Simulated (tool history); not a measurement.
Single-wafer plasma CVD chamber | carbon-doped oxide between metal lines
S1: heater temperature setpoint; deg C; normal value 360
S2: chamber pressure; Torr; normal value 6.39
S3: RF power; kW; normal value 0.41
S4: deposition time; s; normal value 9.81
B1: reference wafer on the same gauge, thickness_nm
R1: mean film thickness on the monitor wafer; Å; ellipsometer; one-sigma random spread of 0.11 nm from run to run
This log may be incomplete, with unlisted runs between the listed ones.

Run 1, hour 0: usual settings but S2 5.86 Torr; B1 37.161. Result: R1 429.27 Å.
Run 2, hour 77.7: usual settings but S2 5.86 Torr; B1 37.216. Result: R1 430.08 Å.
Run 3, hour 149.3: usual settings; B1 37.168. Result: R1 433.53 Å.
Run 4, hour 229.5: usual settings; B1 37.203. Result: R1 429.63 Å.
Run 5, hour 294: usual settings; B1 37.221. Result: R1 429.31 Å.
Run 6, hour 365.7: usual settings but S1 367 deg C; B1 37.186. Result: R1 422.6 Å.
Run 7, hour 420.3: usual settings but S1 367 deg C; B1 37.236. Result: R1 421.91 Å.
At hour 632.7: gauge calibrated.
Run 8, hour 661.4: usual settings but S1 367 deg C; B1 37.181. Result: R1 420.22 Å.
At hour 673: capacitance manometer re-zeroed and calibrated.
Run 9, hour 757.6: usual settings but S2 5.93 Torr; B1 37.202. Result: R1 423.58 Å.
Run 10, hour 844.1: usual settings but S4 11.3 s; B1 37.199. Result: R1 488.05 Å.
Run 11, hour 906.2: usual settings but S1 351 deg C, S2 6.97 Torr, S3 0.34 kW, S4 7.86 s; B1 37.242. Result: R1 305.98 Å.
At hour 943.7: showerhead replaced.
Run 12, hour 997.8: usual settings but S1 371 deg C, S2 5.09 Torr, S4 9.05 s; B1 37.179. Result: R1 372.24 Å.
Run 13, hour 1097: usual settings but S2 7.24 Torr, S3 0.35 kW; B1 37.175. Result: R1 379.3 Å.
At hour 1256.8: thermocouple changed; heater temperature recalibrated.
At hour 1264.3: RF generator calibrated.
Run 14, hour 1410.4: usual settings but S1 348 deg C, S2 6.82 Torr; B1 37.248. Result: R1 449.55 Å.
Run 15, hour 1496.3: usual settings but S1 366 deg C, S2 5.47 Torr, S3 0.47 kW, S4 10.97 s; B1 37.211. Result: R1 517.15 Å.
Run 16, hour 1585.8: usual settings but S4 11.43 s; B1 37.211. Result: R1 503.2 Å.
Run 17, hour 1673.6: usual settings but S3 0.485 kW, S4 9.27 s; B1 37.194. Result: R1 461.3 Å.
Run 18, hour 1732.8: usual settings; B1 37.209. Result: R1 432.51 Å.
At hour 1900.6: capacitance manometer re-zeroed and calibrated.
Run 19, hour 1933: usual settings but S1 366 deg C, S2 7.61 Torr, S3 0.335 kW, S4 10.59 s; B1 37.21. Result: R1 398.61 Å.
Run 20, hour 2031.6: usual settings but S1 354 deg C, S4 8.85 s; B1 37.176. Result: R1 395.61 Å.
Run 21, hour 2096.1: usual settings but S1 371 deg C, S2 5.09 Torr, S4 9.05 s; B1 37.247. Result: R1 376.07 Å.
Run 22, hour 2171.1: usual settings but S1 353 deg C, S2 7.95 Torr, S3 0.38 kW, S4 8.99 s; B1 37.194. Result: R1 382.51 Å.
Run 23, hour 2276.7: usual settings but S2 4.96 Torr, S3 0.345 kW; B1 37.252. Result: R1 362.33 Å.
Run 24, hour 2376: usual settings; B1 37.195. Result: R1 427.33 Å.
Run 25, hour 2655.8: usual settings; B1 37.214. Result: R1 425.15 Å.
Run 26, hour 2738.1: usual settings; B1 37.21. Result: R1 424.71 Å.
At hour 2747.1: thermocouple changed; heater temperature recalibrated.
Run 27, hour 2797.9: usual settings; B1 37.202. Result: R1 428.98 Å.
Run 28, hour 2889.9: usual settings but S1 347 deg C, S3 0.45 kW, S4 11.03 s; B1 37.18. Result: R1 531.37 Å.

What was the tool's hidden state at every run in the log?
true pressure above the setpoint (%): 0, the same for each run
gauge reads high (%): 0, the same for each run
H1: wafer temperature above the value expected at the setpoint (K)
H2: delivered RF power above the setpoint (%)
run        H1      H2
  1     -0.33   -1.46
  2  -0.00463   -1.56
  3     0.296   -1.65
  4     0.632   -1.76
  5     0.902   -1.84
  6       1.2   -1.94
  7      1.43   -2.01
  8      2.44   -2.33
  9      2.85   -2.45
 10      3.21   -2.57
 11      3.47   -2.65
 12      3.85   -2.77
 13      4.27    -2.9
 14      1.43  -0.383
 15      1.79  -0.496
 16      2.16  -0.614
 17      2.53  -0.729
 18      2.78  -0.807
 19      3.62   -1.07
 20      4.03    -1.2
 21       4.3   -1.28
 22      4.61   -1.38
 23      5.06   -1.52
 24      5.47   -1.65
 25      6.65   -2.02
 26      6.99   -2.13
 27    -0.784   -2.21
 28    -0.398   -2.33
